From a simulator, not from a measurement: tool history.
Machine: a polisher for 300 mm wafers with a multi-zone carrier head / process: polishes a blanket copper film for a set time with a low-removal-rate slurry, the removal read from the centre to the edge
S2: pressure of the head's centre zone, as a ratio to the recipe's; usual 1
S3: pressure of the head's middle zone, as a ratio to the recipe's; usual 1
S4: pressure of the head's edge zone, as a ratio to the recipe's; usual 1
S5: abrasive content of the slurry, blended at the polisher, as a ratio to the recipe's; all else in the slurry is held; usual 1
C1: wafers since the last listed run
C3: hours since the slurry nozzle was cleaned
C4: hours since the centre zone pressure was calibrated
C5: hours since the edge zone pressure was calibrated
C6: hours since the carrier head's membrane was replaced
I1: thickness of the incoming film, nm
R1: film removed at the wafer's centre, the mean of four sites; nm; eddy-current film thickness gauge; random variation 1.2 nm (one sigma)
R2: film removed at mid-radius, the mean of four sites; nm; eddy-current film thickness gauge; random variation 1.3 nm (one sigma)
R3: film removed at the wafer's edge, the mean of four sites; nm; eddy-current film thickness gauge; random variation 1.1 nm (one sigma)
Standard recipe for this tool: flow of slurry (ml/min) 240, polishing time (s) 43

{"run": 1, "hour": 0.0, "flow of slurry (ml/min)": 240, "S2": 1, "S3": 1, "S4": 1, "S5": 1, "polishing time (s)": 43, "C1": 0, "wafers polished on this pad": 1670, "C3": 313.7, "C4": 1429.5, "C5": 1181.8, "C6": 36.1, "I1": 1160.8, "R1": 96.8, "R2": 91.2, "R3": 89.3}
{"run": 2, "hour": 12.1, "flow of slurry (ml/min)": 240, "S2": 1, "S3": 1, "S4": 1, "S5": 1, "polishing time (s)": 43, "C1": 119, "wafers polished on this pad": 1790, "C3": 325.8, "C4": 1441.6, "C5": 1193.9, "C6": 48.2, "I1": 1154.6, "R1": 98.3, "R2": 90.5, "R3": 89.4}
{"hour": 36.4, "done": "slurry nozzle cleaned"}
{"run": 3, "hour": 37.2, "flow of slurry (ml/min)": 240, "S2": 1, "S3": 0.91, "S4": 1, "S5": 1, "polishing time (s)": 36, "C1": 238, "wafers polished on this pad": 2029, "C3": 0.8, "C4": 1466.7, "C5": 1219, "C6": 73.3, "I1": 1175.8, "R1": 82.7, "R2": 69.2, "R3": 74.4}
{"hour": 53.2, "done": "centre zone pressure recalibrated"}
{"hour": 59.6, "done": "worn pad replaced by a new one"}
{"run": 4, "hour": 137.0, "flow of slurry (ml/min)": 170, "S2": 1.08, "S3": 1.09, "S4": 1, "S5": 1, "polishing time (s)": 43, "C1": 928, "wafers polished on this pad": 766, "C3": 100.6, "C4": 83.8, "C5": 1318.8, "C6": 173.1, "I1": 1177.3, "R1": 92.5, "R2": 91.5, "R3": 84.8}
{"run": 5, "hour": 168.7, "flow of slurry (ml/min)": 265, "S2": 0.9, "S3": 1, "S4": 1, "S5": 1.25, "polishing time (s)": 39, "C1": 313, "wafers polished on this pad": 1080, "C3": 132.3, "C4": 115.5, "C5": 1350.5, "C6": 204.8, "I1": 1182.1, "R1": 83.4, "R2": 85.7, "R3": 85.9}
{"run": 6, "hour": 198.9, "flow of slurry (ml/min)": 240, "S2": 1, "S3": 1.1, "S4": 1, "S5": 1.15, "polishing time (s)": 43, "C1": 299, "wafers polished on this pad": 1379, "C3": 162.5, "C4": 145.7, "C5": 1380.7, "C6": 235, "I1": 1199.8, "R1": 96.1, "R2": 102.5, "R3": 91.1}
{"run": 7, "hour": 234.0, "flow of slurry (ml/min)": 240, "S2": 1, "S3": 1, "S4": 1, "S5": 1, "polishing time (s)": 43, "C1": 347, "wafers polished on this pad": 1726, "C3": 197.6, "C4": 180.8, "C5": 1415.8, "C6": 270.1, "I1": 1164.6, "R1": 94.1, "R2": 91.4, "R3": 89.5}
{"run": 8, "hour": 251.2, "flow of slurry (ml/min)": 240, "S2": 1, "S3": 1, "S4": 1, "S5": 1, "polishing time (s)": 43, "C1": 170, "wafers polished on this pad": 1897, "C3": 214.8, "C4": 198, "C5": 1433, "C6": 287.3, "I1": 1190.9, "R1": 95.1, "R2": 90.8, "R3": 91.3}
{"hour": 268.1, "done": "worn pad replaced by a new one"}
{"run": 9, "hour": 268.6, "flow of slurry (ml/min)": 240, "S2": 1, "S3": 1, "S4": 1, "S5": 1, "polishing time (s)": 30, "C1": 132, "wafers polished on this pad": 4, "C3": 232.2, "C4": 215.4, "C5": 1450.4, "C6": 304.7, "I1": 1178.9, "R1": 65.3, "R2": 62.3, "R3": 61.7}
{"run": 10, "hour": 293.2, "flow of slurry (ml/min)": 205, "S2": 1, "S3": 1.04, "S4": 1.04, "S5": 1, "polishing time (s)": 36, "C1": 243, "wafers polished on this pad": 248, "C3": 256.8, "C4": 240, "C5": 1475, "C6": 329.3, "I1": 1193.4, "R1": 77.5, "R2": 74.9, "R3": 75.9}
{"run": 11, "hour": 315.4, "flow of slurry (ml/min)": 240, "S2": 1.04, "S3": 0.93, "S4": 1, "S5": 1.15, "polishing time (s)": 31, "C1": 219, "wafers polished on this pad": 468, "C3": 279, "C4": 262.2, "C5": 1497.2, "C6": 351.5, "I1": 1164.8, "R1": 73.6, "R2": 61.8, "R3": 66.1}
{"run": 12, "hour": 346.2, "flow of slurry (ml/min)": 240, "S2": 1.06, "S3": 1, "S4": 1.08, "S5": 0.8, "polishing time (s)": 43, "C1": 304, "wafers polished on this pad": 773, "C3": 309.8, "C4": 293, "C5": 1528, "C6": 382.3, "I1": 1179.2, "R1": 96.2, "R2": 86.8, "R3": 88.1}
{"run": 13, "hour": 381.8, "flow of slurry (ml/min)": 240, "S2": 1, "S3": 1.11, "S4": 1, "S5": 1.25, "polishing time (s)": 43, "C1": 352, "wafers polished on this pad": 1125, "C3": 345.4, "C4": 328.6, "C5": 1563.6, "C6": 417.9, "I1": 1173.9, "R1": 100, "R2": 104.8, "R3": 93.9}
{"hour": 389.5, "done": "slurry nozzle cleaned"}
{"hour": 393.2, "done": "edge zone pressure recalibrated"}
{"run": 14, "hour": 408.1, "flow of slurry (ml/min)": 240, "S2": 1.1, "S3": 1, "S4": 0.9, "S5": 0.85, "polishing time (s)": 43, "C1": 230, "wafers polished on this pad": 1356, "C3": 18.6, "C4": 354.9, "C5": 14.9, "C6": 444.2, "I1": 1182.8, "R1": 102.6, "R2": 87.1, "R3": 81.9}
{"run": 15, "hour": 438.2, "flow of slurry (ml/min)": 240, "S2": 0.91, "S3": 1, "S4": 0.96, "S5": 0.75, "polishing time (s)": 43, "C1": 298, "wafers polished on this pad": 1654, "C3": 48.7, "C4": 385, "C5": 45, "C6": 474.3, "I1": 1169.5, "R1": 87, "R2": 87.2, "R3": 85.3}
{"run": 16, "hour": 456.2, "flow of slurry (ml/min)": 240, "S2": 1, "S3": 1, "S4": 0.93, "S5": 1, "polishing time (s)": 43, "C1": 178, "wafers polished on this pad": 1832, "C3": 66.7, "C4": 403, "C5": 63, "C6": 492.3, "I1": 1195.1, "R1": 96.9, "R2": 88.1, "R3": 88.8}
{"hour": 472.2, "done": "worn pad replaced by a new one"}
{"run": 17, "hour": 472.7, "flow of slurry (ml/min)": 240, "S2": 1.06, "S3": 1, "S4": 1, "S5": 1, "polishing time (s)": 43, "C1": 123, "wafers polished on this pad": 4, "C3": 83.2, "C4": 419.5, "C5": 79.5, "C6": 508.8, "I1": 1169.7, "R1": 101.7, "R2": 92, "R3": 89.5}
{"run": 18, "hour": 502.5, "flow of slurry (ml/min)": 240, "S2": 1, "S3": 1, "S4": 1, "S5": 1, "polishing time (s)": 43, "C1": 295, "wafers polished on this pad": 299, "C3": 113, "C4": 449.3, "C5": 109.3, "C6": 538.6, "I1": 1191.7, "R1": 98.5, "R2": 89.2, "R3": 88.7}
{"run": 19, "hour": 520.3, "flow of slurry (ml/min)": 240, "S2": 1.07, "S3": 1, "S4": 1, "S5": 1, "polishing time (s)": 43, "C1": 176, "wafers polished on this pad": 476, "C3": 130.8, "C4": 467.1, "C5": 127.1, "C6": 556.4, "I1": 1169.5, "R1": 101.7, "R2": 89.4, "R3": 86.7}
{"run": 20, "hour": 598.6, "flow of slurry (ml/min)": 240, "S2": 1, "S3": 1, "S4": 1, "S5": 1, "polishing time (s)": 43, "C1": 775, "wafers polished on this pad": 1251, "C3": 209.1, "C4": 545.4, "C5": 205.4, "C6": 634.7, "I1": 1189, "R1": 96.7, "R2": 89.7, "R3": 86.7}
{"run": 21, "hour": 628.5, "flow of slurry (ml/min)": 240, "S2": 1.04, "S3": 1.09, "S4": 0.9, "S5": 0.7, "polishing time (s)": 43, "C1": 296, "wafers polished on this pad": 1547, "C3": 239, "C4": 575.3, "C5": 235.3, "C6": 664.6, "I1": 1172.6, "R1": 94, "R2": 92.7, "R3": 79.9}
{"hour": 656.4, "done": "worn pad replaced by a new one"}
{"run": 22, "hour": 656.9, "flow of slurry (ml/min)": 240, "S2": 1, "S3": 1, "S4": 1, "S5": 1, "polishing time (s)": 50, "C1": 241, "wafers polished on this pad": 5, "C3": 267.4, "C4": 603.7, "C5": 263.7, "C6": 693, "I1": 1168.6, "R1": 110.7, "R2": 102.3, "R3": 101.5}

Each row is a separate what-if for the run after 22, all from the same tool condition, not one after another. Results?
{"run": "A", "hour": 657.3, "flow of slurry (ml/min)": 165, "S2": 1, "S3": 1, "S4": 1, "S5": 1, "polishing time (s)": 43, "C1": 3, "wafers polished on this pad": 9, "C3": 267.8, "C4": 604.1, "C5": 264.1, "C6": 693.4, "I1": 1181, "R1": "?", "R2": "?", "R3": "?"}
{"run": "B", "hour": 657.3, "flow of slurry (ml/min)": 240, "S2": 0.94, "S3": 1.06, "S4": 1, "S5": 0.9, "polishing time (s)": 43, "C1": 3, "wafers polished on this pad": 9, "C3": 267.8, "C4": 604.1, "C5": 264.1, "C6": 693.4, "I1": 1181, "R1": "?", "R2": "?", "R3": "?"}
{"run": "C", "hour": 657.3, "flow of slurry (ml/min)": 160, "S2": 1, "S3": 1, "S4": 1.12, "S5": 0.9, "polishing time (s)": 43, "C1": 3, "wafers polished on this pad": 9, "C3": 267.8, "C4": 604.1, "C5": 264.1, "C6": 693.4, "I1": 1181, "R1": "?", "R2": "?", "R3": "?"}
{"run": "D", "hour": 657.3, "flow of slurry (ml/min)": 325, "S2": 0.9, "S3": 1.08, "S4": 1, "S5": 0.8, "polishing time (s)": 43, "C1": 3, "wafers polished on this pad": 9, "C3": 267.8, "C4": 604.1, "C5": 264.1, "C6": 693.4, "I1": 1181, "R1": "?", "R2": "?", "R3": "?"}

run=A R1=91.1 R2=85.6 R3=84.6
run=B R1=91.8 R2=94.2 R3=87.1
run=C R1=88.9 R2=83.5 R3=86.9
run=D R1=90.7 R2=97.2 R3=87.8
What these runs would have given with no unlogged condition in the tool:
run=A R1=83.2 R2=85.6 R3=84.6
run=B R1=83.8 R2=94.2 R3=87.1
run=C R1=81.2 R2=83.6 R3=86.9
run=D R1=82.8 R2=97.3 R3=87.8
